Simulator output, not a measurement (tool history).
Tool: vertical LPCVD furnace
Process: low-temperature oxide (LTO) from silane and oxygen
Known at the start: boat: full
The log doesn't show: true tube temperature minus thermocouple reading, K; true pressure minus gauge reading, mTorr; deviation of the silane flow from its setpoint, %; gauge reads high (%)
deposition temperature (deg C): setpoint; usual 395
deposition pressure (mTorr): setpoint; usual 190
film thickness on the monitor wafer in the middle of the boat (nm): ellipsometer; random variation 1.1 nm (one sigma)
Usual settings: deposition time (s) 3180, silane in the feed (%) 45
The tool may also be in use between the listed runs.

run	day	deposition temperature (deg C)	deposition pressure (mTorr)	deposition time (s)	silane in the feed (%)	wafers since the last listed run	hours since the last temperature calibration	hours since the pressure gauge was zeroed	hours since the silane flow controller was replaced	hours since the gauge calibration	read-back reference wafer on the same gauge, thickness	film thickness on the monitor wafer in the middle of the boat (nm)
1	0	395	190	3180	45	0	4257.3	3681.9	4271.2	625	369.42	468.69
2	1.35	395	190	3180	45	444	4289.7	3714.3	4303.6	657.4	368.88	471.45
3	2.362	395	230	3180	50	333	4314	3738.6	4327.9	681.7	368.98	622.91
4	3.708	401	190	3180	45	442	4346.3	3770.9	4360.2	714	368.74	500.96
5	5.008	401	190	3180	45	427	4377.5	3802.1	4391.4	745.2	368.84	504.3
6	5.717	401	190	3180	45	233	4394.5	3819.1	4408.4	762.2	368.95	501.62
7	6.379	407	155	3990	36	217	4410.4	3835	4424.3	778.1	368.89	427.5
# day 8.467: pressure gauge zeroed
8	8.488	395	155	3930	40	364	4461	0.5	4474.9	828.7	369.32	402.78
9	9.079	395	190	2580	45	194	4475.2	14.7	4489.1	842.9	369.25	369.2
# day 10.3: silane flow controller replaced
10	12.792	395	190	3180	45	892	4564.3	103.8	59.8	932	368.89	455.75
11	13.521	389	190	3180	45	239	4581.8	121.3	77.3	949.5	369.59	427.58
# day 14.525: gauge calibrated
12	14.946	395	190	3180	45	468	4616	155.5	111.5	10.1	369.02	454.84
13	15.667	395	190	3180	45	237	4633.3	172.8	128.8	27.4	369	457.3
14	16.921	395	190	3180	45	412	4663.4	202.9	158.9	57.5	368.7	456.26
15	17.617	386	190	3180	42	228	4680.1	219.6	175.6	74.2	368.67	382.44
16	18.433	395	190	3180	45	268	4699.7	239.2	195.2	93.8	368.77	454.94
# day 19.996: thermocouples replaced and temperature profile calibrated
17	20.017	395	175	3180	40	191	0.5	277.2	233.2	131.8	369.18	368.94
18	20.212	395	190	3180	45	64	5.2	281.9	237.9	136.5	369.6	454.5
19	21.292	385	210	3180	45	355	31.1	307.8	263.8	162.4	369.25	451.87
20	22.338	388	175	3750	45	344	56.2	332.9	288.9	187.5	369.06	460.52
21	23.379	387	210	2130	42	342	81.2	357.9	313.9	212.5	368.81	285.5
22	24.321	395	190	3180	45	309	103.8	380.5	336.5	235.1	369.09	454.36
23	25.05	386	190	3180	45	239	121.3	398	354	252.6	368.4	413.8
24	26.142	395	165	3540	45	359	147.5	424.2	380.2	278.8	369.36	442.96
25	27.071	395	210	3180	45	305	169.8	446.5	402.5	301.1	369.32	504.48
26	28.112	395	190	4380	45	342	194.8	471.5	427.5	326.1	368.83	631.06
27	29.046	395	210	3900	45	307	217.2	493.9	449.9	348.5	369.22	619.64
28	30.229	395	225	3180	45	389	245.6	522.3	478.3	376.9	368.72	540.71
29	31.504	395	190	3180	45	419	276.2	552.9	508.9	407.5	369.05	457.87
30	32.583	387	165	3180	45	355	302.1	578.8	534.8	433.4	369.06	365.21

Hidden state or all else? Some run-to-run changes of film thickness on the monitor wafer in the middle of the boat (nm), split into what the settings, what came in and random variation would give without the hidden state, and what is left for the hidden state (with any gauge scatter that isn't in both results):
Run 2 -> 3: deposition pressure (mTorr) 190 -> 230, silane in the feed (%) 45 -> 50. film thickness on the monitor wafer in the middle of the boat (nm) +151.46: hidden state +2.27, all else +149.19.
Run 7 -> 8: deposition temperature (deg C) 407 -> 395, deposition time (s) 3990 -> 3930, silane in the feed (%) 36 -> 40, pressure gauge zeroed. film thickness on the monitor wafer in the middle of the boat (nm) -24.72: hidden state -17.9, all else -6.82.
Run 20 -> 21: deposition temperature (deg C) 388 -> 387, deposition pressure (mTorr) 175 -> 210, deposition time (s) 3750 -> 2130, silane in the feed (%) 45 -> 42. film thickness on the monitor wafer in the middle of the boat (nm) -175.02: hidden state -3.81, all else -171.21.
Run 21 -> 22: deposition temperature (deg C) 387 -> 395, deposition pressure (mTorr) 210 -> 190, deposition time (s) 2130 -> 3180, silane in the feed (%) 42 -> 45. film thickness on the monitor wafer in the middle of the boat (nm) +168.86: hidden state +3.32, all else +165.54.

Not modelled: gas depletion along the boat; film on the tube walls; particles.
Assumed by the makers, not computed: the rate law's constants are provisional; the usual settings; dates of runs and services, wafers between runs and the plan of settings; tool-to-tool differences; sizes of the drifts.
